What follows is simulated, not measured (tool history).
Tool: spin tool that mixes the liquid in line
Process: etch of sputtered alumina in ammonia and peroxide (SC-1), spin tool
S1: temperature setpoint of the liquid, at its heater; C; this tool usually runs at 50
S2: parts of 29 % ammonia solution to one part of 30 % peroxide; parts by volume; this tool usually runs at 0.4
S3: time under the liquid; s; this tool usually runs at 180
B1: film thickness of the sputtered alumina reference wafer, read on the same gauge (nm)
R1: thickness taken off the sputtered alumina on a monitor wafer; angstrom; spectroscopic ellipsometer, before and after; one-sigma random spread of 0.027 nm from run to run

run 1 hour=0 | S1=50 S2=0.4 S3=105 | B1=40.62 | R1=40.4
-- hour=4.7 new drum of ammonia solution connected
run 2 hour=25.2 | S1=50 S2=0.25 S3=180 | B1=40.65 | R1=66.2
run 3 hour=77.2 | S1=50 S2=0.25 S3=180 | B1=40.67 | R1=65.7
run 4 hour=106.2 | S1=50 S2=0.4 S3=180 | B1=40.69 | R1=68.9
run 5 hour=137.9 | S1=50 S2=0.4 S3=180 | B1=40.74 | R1=69.1
run 6 hour=205.6 | S1=50 S2=0.4 S3=180 | B1=40.83 | R1=69.1
run 7 hour=230.2 | S1=50 S2=0.4 S3=180 | B1=40.81 | R1=69.2
run 8 hour=297 | S1=50 S2=0.4 S3=180 | B1=40.85 | R1=69
-- hour=302.9 new drum of ammonia solution connected
run 9 hour=380.8 | S1=50 S2=0.4 S3=180 | B1=40.94 | R1=69.2
-- hour=395.8 thermometer replaced
run 10 hour=425.5 | S1=50 S2=0.25 S3=100 | B1=40.97 | R1=36.9
run 11 hour=464.3 | S1=50 S2=0.25 S3=100 | B1=41.01 | R1=36.6
-- hour=506.9 heated supply line repaired
run 12 hour=512.2 | S1=50 S2=0.4 S3=180 | B1=41.03 | R1=69.6
-- hour=524.1 gauge calibrated
run 13 hour=555.1 | S1=46.5 S2=0.45 S3=210 | B1=40.07 | R1=65.8
-- hour=579.7 new drum of ammonia solution connected
run 14 hour=595.7 | S1=50 S2=0.4 S3=270 | B1=40.14 | R1=102.2
-- hour=614.3 ammonia flow meter replaced
run 15 hour=644.5 | S1=50 S2=0.4 S3=235 | B1=40.14 | R1=88.4
run 16 hour=711 | S1=50 S2=0.45 S3=180 | B1=40.2 | R1=68.9
run 17 hour=749 | S1=50 S2=0.4 S3=180 | B1=40.22 | R1=68.2
run 18 hour=804.6 | S1=41.5 S2=0.5 S3=180 | B1=40.26 | R1=42.9

Run 19 comes next. What will it give?
-- hour=946 new drum of ammonia solution connected
run 19 hour=957.1 | S1=50 S2=0.4 S3=180 | B1=? | R1=?

{"run 19": {"B1": 40.4, "R1": 68.5}}
On a tool with no hidden condition, and with the same random variation, this run would have come out at R1 67.8 angstrom.

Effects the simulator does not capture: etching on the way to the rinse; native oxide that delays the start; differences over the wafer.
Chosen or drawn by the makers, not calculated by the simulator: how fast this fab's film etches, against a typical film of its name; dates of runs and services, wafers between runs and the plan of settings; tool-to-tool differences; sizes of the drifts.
